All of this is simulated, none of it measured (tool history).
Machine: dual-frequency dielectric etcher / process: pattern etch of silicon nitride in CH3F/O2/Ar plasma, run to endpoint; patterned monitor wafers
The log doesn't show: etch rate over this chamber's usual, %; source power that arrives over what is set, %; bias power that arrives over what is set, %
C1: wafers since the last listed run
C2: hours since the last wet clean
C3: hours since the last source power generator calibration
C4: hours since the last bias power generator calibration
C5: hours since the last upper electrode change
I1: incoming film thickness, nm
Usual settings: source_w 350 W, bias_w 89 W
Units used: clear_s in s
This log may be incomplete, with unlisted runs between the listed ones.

run 1 hour=0.0 | source_w=350 bias_w=89 | C1=0 C2=1.3 C3=2390.5 C4=2634.1 C5=2937.7 | I1=23.33 | clear_s=31.2
run 2 hour=98.6 | source_w=300 bias_w=89 | C1=1373 C2=99.9 C3=2489.1 C4=2732.7 C5=3036.3 | I1=23.68 | clear_s=33.9
run 3 hour=159.4 | source_w=300 bias_w=89 | C1=847 C2=160.7 C3=2549.9 C4=2793.5 C5=3097.1 | I1=23.28 | clear_s=33.4
run 4 hour=207.3 | source_w=300 bias_w=89 | C1=667 C2=208.6 C3=2597.8 C4=2841.4 C5=3145.0 | I1=23.44 | clear_s=34.0
run 5 hour=275.1 | source_w=380 bias_w=89 | C1=944 C2=276.4 C3=2665.6 C4=2909.2 C5=3212.8 | I1=23.38 | clear_s=31.0
-- hour=320.6 bias power generator calibrated
run 6 hour=321.1 | source_w=350 bias_w=89 | C1=585 C2=322.4 C3=2711.6 C4=0.5 C5=3258.8 | I1=23.46 | clear_s=32.0
run 7 hour=367.7 | source_w=350 bias_w=97 | C1=649 C2=369.0 C3=2758.2 C4=47.1 C5=3305.4 | I1=23.28 | clear_s=31.7
run 8 hour=415.7 | source_w=350 bias_w=89 | C1=668 C2=417.0 C3=2806.2 C4=95.1 C5=3353.4 | I1=23.41 | clear_s=32.1
run 9 hour=451.8 | source_w=380 bias_w=78 | C1=502 C2=453.1 C3=2842.3 C4=131.2 C5=3389.5 | I1=23.26 | clear_s=32.4
-- hour=488.1 source power generator calibrated
run 10 hour=549.7 | source_w=390 bias_w=111 | C1=1308 C2=551.0 C3=61.6 C4=229.1 C5=3487.4 | I1=23.64 | clear_s=29.5

What will run 11 give?
-- hour=583.6 wet clean of the chamber
run 11 hour=593.8 | source_w=380 bias_w=70 | C1=280 C2=10.2 C3=105.7 C4=273.2 C5=3531.5 | I1=23.37 | clear_s=?

clear_s: 33.1 s
The same run, on a tool lacking any hidden state, would have yielded clear_s 33.1 s.

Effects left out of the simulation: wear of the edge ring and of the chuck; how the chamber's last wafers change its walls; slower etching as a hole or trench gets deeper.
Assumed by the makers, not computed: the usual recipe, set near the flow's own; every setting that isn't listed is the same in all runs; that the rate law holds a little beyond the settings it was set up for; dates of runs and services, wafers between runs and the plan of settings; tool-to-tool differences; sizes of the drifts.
